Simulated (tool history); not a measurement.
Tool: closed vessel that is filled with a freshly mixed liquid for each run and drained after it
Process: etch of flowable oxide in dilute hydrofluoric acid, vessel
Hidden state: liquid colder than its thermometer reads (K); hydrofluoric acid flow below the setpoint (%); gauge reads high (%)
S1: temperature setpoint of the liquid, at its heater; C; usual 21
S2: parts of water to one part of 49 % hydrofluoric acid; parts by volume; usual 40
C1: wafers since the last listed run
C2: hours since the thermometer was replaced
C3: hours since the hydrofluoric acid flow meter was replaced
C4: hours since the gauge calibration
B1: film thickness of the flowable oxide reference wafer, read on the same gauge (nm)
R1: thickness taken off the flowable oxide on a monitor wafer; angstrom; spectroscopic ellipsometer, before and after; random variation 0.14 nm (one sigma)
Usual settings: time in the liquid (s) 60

{"run": 1, "hour": 0.0, "S1": 21, "S2": 40, "time in the liquid (s)": 60, "C1": 0, "C2": 1204.4, "C3": 578.9, "C4": 294.3, "B1": 39.98, "R1": 266.7}
{"run": 2, "hour": 52.4, "S1": 21, "S2": 40, "time in the liquid (s)": 60, "C1": 3496, "C2": 1256.8, "C3": 631.3, "C4": 346.7, "B1": 40.03, "R1": 266.3}
{"run": 3, "hour": 98.6, "S1": 21, "S2": 40, "time in the liquid (s)": 60, "C1": 3082, "C2": 1303, "C3": 677.5, "C4": 392.9, "B1": 40, "R1": 265.8}
{"run": 4, "hour": 149.8, "S1": 21, "S2": 40, "time in the liquid (s)": 80, "C1": 3415, "C2": 1354.2, "C3": 728.7, "C4": 444.1, "B1": 40, "R1": 356.1}
{"run": 5, "hour": 432.6, "S1": 21, "S2": 40, "time in the liquid (s)": 80, "C1": 18867, "C2": 1637, "C3": 1011.5, "C4": 726.9, "B1": 40.02, "R1": 351.8}
{"run": 6, "hour": 530.9, "S1": 21, "S2": 40, "time in the liquid (s)": 80, "C1": 6558, "C2": 1735.3, "C3": 1109.8, "C4": 825.2, "B1": 39.99, "R1": 352}
{"run": 7, "hour": 611.2, "S1": 21, "S2": 40, "time in the liquid (s)": 60, "C1": 5357, "C2": 1815.6, "C3": 1190.1, "C4": 905.5, "B1": 40.04, "R1": 263.9}
{"run": 8, "hour": 649.3, "S1": 21, "S2": 40, "time in the liquid (s)": 60, "C1": 2541, "C2": 1853.7, "C3": 1228.2, "C4": 943.6, "B1": 39.98, "R1": 264.3}
{"run": 9, "hour": 715.9, "S1": 21, "S2": 40, "time in the liquid (s)": 60, "C1": 4443, "C2": 1920.3, "C3": 1294.8, "C4": 1010.2, "B1": 39.95, "R1": 260.8}
{"run": 10, "hour": 780.5, "S1": 24, "S2": 40, "time in the liquid (s)": 60, "C1": 4309, "C2": 1984.9, "C3": 1359.4, "C4": 1074.8, "B1": 40.01, "R1": 298.8}
{"run": 11, "hour": 840.8, "S1": 21, "S2": 40, "time in the liquid (s)": 60, "C1": 4023, "C2": 2045.2, "C3": 1419.7, "C4": 1135.1, "B1": 40.01, "R1": 263.2}
{"run": 12, "hour": 932.5, "S1": 21, "S2": 40, "time in the liquid (s)": 60, "C1": 6118, "C2": 2136.9, "C3": 1511.4, "C4": 1226.8, "B1": 40, "R1": 263.9}
{"run": 13, "hour": 980.0, "S1": 21, "S2": 40, "time in the liquid (s)": 60, "C1": 3169, "C2": 2184.4, "C3": 1558.9, "C4": 1274.3, "B1": 39.99, "R1": 260}
{"run": 14, "hour": 1060.9, "S1": 21, "S2": 40, "time in the liquid (s)": 60, "C1": 5397, "C2": 2265.3, "C3": 1639.8, "C4": 1355.2, "B1": 39.99, "R1": 263.7}
{"run": 15, "hour": 1099.9, "S1": 17, "S2": 50, "time in the liquid (s)": 60, "C1": 2601, "C2": 2304.3, "C3": 1678.8, "C4": 1394.2, "B1": 40.03, "R1": 176}
{"run": 16, "hour": 1181.6, "S1": 17, "S2": 50, "time in the liquid (s)": 60, "C1": 5450, "C2": 2386, "C3": 1760.5, "C4": 1475.9, "B1": 40.01, "R1": 173.9}
{"run": 17, "hour": 1266.1, "S1": 17.5, "S2": 55, "time in the liquid (s)": 75, "C1": 5637, "C2": 2470.5, "C3": 1845, "C4": 1560.4, "B1": 40.02, "R1": 199.6}
{"hour": 1270.6, "done": "hydrofluoric acid flow meter replaced"}
{"run": 18, "hour": 1305.4, "S1": 19.5, "S2": 55, "time in the liquid (s)": 35, "C1": 2555, "C2": 2509.8, "C3": 34.8, "C4": 1599.7, "B1": 40.01, "R1": 100.9}
{"run": 19, "hour": 1348.5, "S1": 17.5, "S2": 55, "time in the liquid (s)": 95, "C1": 2875, "C2": 2552.9, "C3": 77.9, "C4": 1642.8, "B1": 39.99, "R1": 249.7}
{"run": 20, "hour": 1431.7, "S1": 19.5, "S2": 30, "time in the liquid (s)": 45, "C1": 5550, "C2": 2636.1, "C3": 161.1, "C4": 1726, "B1": 40.01, "R1": 244.9}
{"run": 21, "hour": 1503.6, "S1": 22.5, "S2": 30, "time in the liquid (s)": 70, "C1": 4796, "C2": 2708, "C3": 233, "C4": 1797.9, "B1": 40, "R1": 432.2}
{"run": 22, "hour": 1610.9, "S1": 21, "S2": 55, "time in the liquid (s)": 95, "C1": 7158, "C2": 2815.3, "C3": 340.3, "C4": 1905.2, "B1": 39.99, "R1": 291.7}
{"run": 23, "hour": 1691.0, "S1": 21, "S2": 40, "time in the liquid (s)": 40, "C1": 5344, "C2": 2895.4, "C3": 420.4, "C4": 1985.3, "B1": 39.96, "R1": 171.2}
{"hour": 1727.7, "done": "gauge calibrated"}
{"run": 24, "hour": 1728.2, "S1": 21, "S2": 40, "time in the liquid (s)": 60, "C1": 2481, "C2": 2932.6, "C3": 457.6, "C4": 0.5, "B1": 39.97, "R1": 256}
{"run": 25, "hour": 1801.1, "S1": 19.5, "S2": 40, "time in the liquid (s)": 75, "C1": 4863, "C2": 3005.5, "C3": 530.5, "C4": 73.4, "B1": 40.01, "R1": 300.5}
{"hour": 1819.4, "done": "hydrofluoric acid flow meter replaced, repeated, since the last time left the tool worse"}
{"hour": 1831.7, "done": "thermometer replaced"}
{"run": 26, "hour": 1884.4, "S1": 21, "S2": 40, "time in the liquid (s)": 95, "C1": 5424, "C2": 52.7, "C3": 65, "C4": 156.7, "B1": 39.98, "R1": 430}
{"run": 27, "hour": 1982.7, "S1": 21, "S2": 40, "time in the liquid (s)": 60, "C1": 6558, "C2": 151, "C3": 163.3, "C4": 255, "B1": 40.02, "R1": 265.2}
{"run": 28, "hour": 2057.8, "S1": 21, "S2": 40, "time in the liquid (s)": 60, "C1": 5010, "C2": 226.1, "C3": 238.4, "C4": 330.1, "B1": 40, "R1": 268.6}
{"run": 29, "hour": 2123.2, "S1": 21, "S2": 30, "time in the liquid (s)": 30, "C1": 4363, "C2": 291.5, "C3": 303.8, "C4": 395.5, "B1": 40, "R1": 181.5}
{"run": 30, "hour": 2221.0, "S1": 21, "S2": 60, "time in the liquid (s)": 60, "C1": 6524, "C2": 389.3, "C3": 401.6, "C4": 493.3, "B1": 39.99, "R1": 173.5}
{"run": 31, "hour": 2537.6, "S1": 21, "S2": 50, "time in the liquid (s)": 60, "C1": 21122, "C2": 705.9, "C3": 718.2, "C4": 809.9, "B1": 40.01, "R1": 210.2}
{"run": 32, "hour": 2614.1, "S1": 21, "S2": 40, "time in the liquid (s)": 60, "C1": 5103, "C2": 782.4, "C3": 794.7, "C4": 886.4, "B1": 39.96, "R1": 267.7}
{"run": 33, "hour": 2706.2, "S1": 24, "S2": 50, "time in the liquid (s)": 30, "C1": 6144, "C2": 874.5, "C3": 886.8, "C4": 978.5, "B1": 39.99, "R1": 119.3}
{"run": 34, "hour": 2787.1, "S1": 21, "S2": 35, "time in the liquid (s)": 60, "C1": 5397, "C2": 955.4, "C3": 967.7, "C4": 1059.4, "B1": 40, "R1": 306.7}

The tool's hidden state at each run:
liquid colder than its thermometer reads (K): 0 in every run
gauge reads high (%): 0 in every run
H1: hydrofluoric acid flow below the setpoint (%)
run=1 H1=1.25
run=2 H1=1.32
run=3 H1=1.38
run=4 H1=1.44
run=5 H1=1.81
run=6 H1=1.94
run=7 H1=2.04
run=8 H1=2.09
run=9 H1=2.18
run=10 H1=2.26
run=11 H1=2.34
run=12 H1=2.46
run=13 H1=2.52
run=14 H1=2.63
run=15 H1=2.68
run=16 H1=2.79
run=17 H1=2.9
run=18 H1=4.13
run=19 H1=4.19
run=20 H1=4.3
run=21 H1=4.39
run=22 H1=4.53
run=23 H1=4.63
run=24 H1=4.68
run=25 H1=4.78
run=26 H1=0.104
run=27 H1=0.232
run=28 H1=0.329
run=29 H1=0.414
run=30 H1=0.542
run=31 H1=0.954
run=32 H1=1.05
run=33 H1=1.17
run=34 H1=1.28
